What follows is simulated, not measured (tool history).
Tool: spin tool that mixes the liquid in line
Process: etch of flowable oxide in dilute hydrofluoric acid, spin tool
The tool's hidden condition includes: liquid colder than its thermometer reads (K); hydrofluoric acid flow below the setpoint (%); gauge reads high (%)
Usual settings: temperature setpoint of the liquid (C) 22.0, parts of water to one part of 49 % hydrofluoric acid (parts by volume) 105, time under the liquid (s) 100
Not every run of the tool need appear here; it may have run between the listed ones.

run	hour	temperature setpoint of the liquid (C)	parts of water to one part of 49 % hydrofluoric acid (parts by volume)	time under the liquid (s)	wafers since the last listed run	hours since the thermometer was replaced	hours since the hydrofluoric acid flow meter was replaced	hours since the gauge calibration	read-back film thickness of the flowable oxide reference wafer, read on the same gauge (nm)	thickness taken off the flowable oxide on a monitor wafer (angstrom)
1	0.0	22.0	105	100	0	2572.9	2111.9	502.2	149.99	282.6
2	18.2	22.0	105	100	131	2591.1	2130.1	520.4	149.98	285.4
3	42.7	22.0	70	100	177	2615.6	2154.6	544.9	150.00	443.5
4	60.7	22.0	105	100	130	2633.6	2172.6	562.9	149.96	285.9
5	80.1	22.0	105	100	140	2653.0	2192.0	582.3	150.04	283.2
6	92.7	22.0	105	100	91	2665.6	2204.6	594.9	150.00	285.4
7	110.6	18.5	80	100	129	2683.5	2222.5	612.8	150.01	331.8
8	140.4	18.5	80	100	215	2713.3	2252.3	642.6	150.01	333.9
9	163.9	18.5	80	100	169	2736.8	2275.8	666.1	150.01	331.8
10	271.0	22.0	105	100	774	2843.9	2382.9	773.2	150.00	282.4
11	296.7	22.0	105	100	185	2869.6	2408.6	798.9	150.00	277.7
# hour 312.0: hydrofluoric acid flow meter replaced
12	312.5	26.0	105	100	107	2885.4	0.5	814.7	150.01	329.7
13	338.0	22.0	105	80	184	2910.9	26.0	840.2	150.00	224.4
14	362.1	22.0	150	100	174	2935.0	50.1	864.3	150.00	183.8
15	382.7	22.0	105	100	148	2955.6	70.7	884.9	149.99	280.8
16	396.4	22.0	105	100	99	2969.3	84.4	898.6	149.97	278.2
17	453.1	22.0	105	100	410	3026.0	141.1	955.3	150.00	283.0
18	487.3	22.0	105	100	247	3060.2	175.3	989.5	150.01	277.8
# hour 546.7: thermometer replaced
19	550.9	20.0	75	100	452	4.2	238.9	1053.1	149.99	415.1
20	589.8	26.0	105	100	281	43.1	277.8	1092.0	150.02	364.3
# hour 610.4: gauge calibrated
21	621.8	24.5	125	100	231	75.1	309.8	11.4	150.01	279.2
22	650.8	27.0	105	130	209	104.1	338.8	40.4	149.99	483.8
23	679.8	17.5	105	100	209	133.1	367.8	69.4	149.99	257.9
24	705.2	26.5	145	80	183	158.5	393.2	94.8	150.00	203.1
25	740.0	22.0	105	100	251	193.3	428.0	129.6	149.98	301.9
26	761.2	19.5	130	50	153	214.5	449.2	150.8	150.00	110.0
27	783.8	22.0	105	55	163	237.1	471.8	173.4	149.99	168.0
28	817.0	23.5	105	100	240	270.3	505.0	206.6	149.99	325.4
29	841.0	17.5	120	125	173	294.3	529.0	230.6	149.97	276.3
30	859.8	26.5	155	100	135	313.1	547.8	249.4	149.98	231.7
31	883.9	26.0	90	100	174	337.2	571.9	273.5	150.00	426.3
32	917.7	22.0	105	100	244	371.0	605.7	307.3	149.99	307.8
33	934.7	19.0	70	100	122	388.0	622.7	324.3	149.98	419.4

Here are 5 independent what-if runs from the current tool condition. What would each one return?
A	935.1	22.0	105	45	2	388.4	623.1	324.7	?	?
B	935.1	17.5	125	55	2	388.4	623.1	324.7	?	?
C	935.1	22.0	90	80	2	388.4	623.1	324.7	?	?
D	935.1	18.5	90	135	2	388.4	623.1	324.7	?	?
E	935.1	23.5	85	75	2	388.4	623.1	324.7	?	?

run	read-back film thickness of the flowable oxide reference wafer, read on the same gauge (nm)	thickness taken off the flowable oxide on a monitor wafer (angstrom)
A	150.02	138.5
B	150.02	115.7
C	150.02	292.3
D	150.02	426.6
E	150.02	310.2
Take away the tool's hidden state, keep each run's random variation, and the runs would have read:
run	thickness taken off the flowable oxide on a monitor wafer (angstrom)
A	141.9
B	118.7
C	299.6
D	437.7
E	318.0
